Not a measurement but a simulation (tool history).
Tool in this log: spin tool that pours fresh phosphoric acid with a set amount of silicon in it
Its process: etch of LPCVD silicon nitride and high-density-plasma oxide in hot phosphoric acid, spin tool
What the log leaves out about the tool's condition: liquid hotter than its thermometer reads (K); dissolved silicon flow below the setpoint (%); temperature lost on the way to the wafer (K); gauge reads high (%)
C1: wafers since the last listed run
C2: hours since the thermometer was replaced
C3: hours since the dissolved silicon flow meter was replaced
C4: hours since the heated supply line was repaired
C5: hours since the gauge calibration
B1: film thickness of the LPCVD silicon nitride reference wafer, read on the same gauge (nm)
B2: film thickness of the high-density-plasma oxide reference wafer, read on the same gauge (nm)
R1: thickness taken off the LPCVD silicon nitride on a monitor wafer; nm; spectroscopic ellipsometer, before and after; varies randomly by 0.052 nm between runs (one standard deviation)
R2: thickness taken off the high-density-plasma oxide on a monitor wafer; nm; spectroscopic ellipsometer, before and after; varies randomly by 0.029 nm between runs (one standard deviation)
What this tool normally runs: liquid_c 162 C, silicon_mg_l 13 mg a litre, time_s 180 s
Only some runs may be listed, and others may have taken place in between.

run 1 hour=0 | liquid_c=161 silicon_mg_l=13 time_s=180 | C1=0 C2=1534.4 C3=142.1 C4=1924.1 C5=473 | B1=89.99 B2=99.978 | R1=13.45 R2=0.383
run 2 hour=56.8 | liquid_c=161 silicon_mg_l=13 time_s=180 | C1=420 C2=1591.2 C3=198.9 C4=1980.9 C5=529.8 | B1=90.01 B2=99.987 | R1=13.39 R2=0.383
run 3 hour=103.9 | liquid_c=160.5 silicon_mg_l=13 time_s=105 | C1=348 C2=1638.3 C3=246 C4=2028 C5=576.9 | B1=89.99 B2=99.996 | R1=7.66 R2=0.234
run 4 hour=145.7 | liquid_c=162 silicon_mg_l=13 time_s=180 | C1=309 C2=1680.1 C3=287.8 C4=2069.8 C5=618.7 | B1=90.02 B2=99.993 | R1=13.85 R2=0.448
run 5 hour=176.2 | liquid_c=162 silicon_mg_l=13 time_s=180 | C1=225 C2=1710.6 C3=318.3 C4=2100.3 C5=649.2 | B1=90.01 B2=100.016 | R1=13.75 R2=0.446
run 6 hour=229.7 | liquid_c=162 silicon_mg_l=13 time_s=180 | C1=396 C2=1764.1 C3=371.8 C4=2153.8 C5=702.7 | B1=89.98 B2=100.006 | R1=13.76 R2=0.392
run 7 hour=259.6 | liquid_c=162 silicon_mg_l=13 time_s=180 | C1=221 C2=1794 C3=401.7 C4=2183.7 C5=732.6 | B1=90 B2=99.994 | R1=13.79 R2=0.429
run 8 hour=324.5 | liquid_c=162 silicon_mg_l=13 time_s=180 | C1=480 C2=1858.9 C3=466.6 C4=2248.6 C5=797.5 | B1=90 B2=100.022 | R1=13.74 R2=0.409
-- hour=345.9 dissolved silicon flow meter replaced
run 9 hour=379.8 | liquid_c=162 silicon_mg_l=13 time_s=240 | C1=402 C2=1914.2 C3=33.9 C4=2303.9 C5=852.8 | B1=89.99 B2=99.997 | R1=18.23 R2=0.579
-- hour=428.1 gauge calibrated
run 10 hour=440.9 | liquid_c=162 silicon_mg_l=13 time_s=215 | C1=452 C2=1975.3 C3=95 C4=2365 C5=12.8 | B1=89.97 B2=100.014 | R1=16.18 R2=0.467
-- hour=506.6 thermometer replaced
-- hour=570.4 heated supply line repaired
run 11 hour=644.8 | liquid_c=162 silicon_mg_l=9.5 time_s=180 | C1=1495 C2=138.2 C3=298.9 C4=74.4 C5=216.7 | B1=89.98 B2=100.022 | R1=15.42 R2=0.577
run 12 hour=671.7 | liquid_c=164.5 silicon_mg_l=13 time_s=75 | C1=199 C2=165.1 C3=325.8 C4=101.3 C5=243.6 | B1=90 B2=100.006 | R1=6.94 R2=0.265
run 13 hour=718.5 | liquid_c=163 silicon_mg_l=21 time_s=235 | C1=346 C2=211.9 C3=372.6 C4=148.1 C5=290.4 | B1=90.01 B2=99.997 | R1=20.65 R2=0.603
run 14 hour=763.9 | liquid_c=161 silicon_mg_l=17 time_s=180 | C1=336 C2=257.3 C3=418 C4=193.5 C5=335.8 | B1=89.99 B2=100.004 | R1=14.83 R2=0.421
-- hour=775.4 dissolved silicon flow meter replaced
run 15 hour=792.2 | liquid_c=162 silicon_mg_l=13 time_s=180 | C1=202 C2=285.6 C3=16.8 C4=221.8 C5=364.1 | B1=90 B2=99.992 | R1=15.25 R2=0.45
run 16 hour=844.6 | liquid_c=162 silicon_mg_l=13 time_s=180 | C1=388 C2=338 C3=69.2 C4=274.2 C5=416.5 | B1=90.03 B2=99.991 | R1=15.28 R2=0.513
run 17 hour=893.9 | liquid_c=164 silicon_mg_l=23.5 time_s=275 | C1=365 C2=387.3 C3=118.5 C4=323.5 C5=465.8 | B1=90.01 B2=100 | R1=24.78 R2=0.694

Below are 5 alternative next runs, each starting from the tool's condition after run 17. Predict each:
run A hour=894.4 | liquid_c=162 silicon_mg_l=13 time_s=180 | C1=3 C2=387.8 C3=119 C4=324 C5=466.3 | B1=? B2=? | R1=? R2=?
run B hour=894.4 | liquid_c=164.5 silicon_mg_l=13 time_s=140 | C1=3 C2=387.8 C3=119 C4=324 C5=466.3 | B1=? B2=? | R1=? R2=?
run C hour=894.4 | liquid_c=162 silicon_mg_l=3.5 time_s=180 | C1=3 C2=387.8 C3=119 C4=324 C5=466.3 | B1=? B2=? | R1=? R2=?
run D hour=894.4 | liquid_c=165 silicon_mg_l=6.5 time_s=180 | C1=3 C2=387.8 C3=119 C4=324 C5=466.3 | B1=? B2=? | R1=? R2=?
run E hour=894.4 | liquid_c=162 silicon_mg_l=3 time_s=85 | C1=3 C2=387.8 C3=119 C4=324 C5=466.3 | B1=? B2=? | R1=? R2=?

run=A B1=89.98 B2=99.991 R1=15.18 R2=0.53
run=B B1=89.98 B2=99.991 R1=12.83 R2=0.495
run=C B1=89.98 B2=99.991 R1=15.18 R2=0.65
run=D B1=89.98 B2=99.991 R1=16.77 R2=0.762
run=E B1=89.98 B2=99.991 R1=7.17 R2=0.31
With no hidden state in the tool, these same runs would have given:
run=A R1=15.53 R2=0.558
run=B R1=13.12 R2=0.521
run=C R1=15.53 R2=0.684
run=D R1=17.15 R2=0.801
run=E R1=7.33 R2=0.326
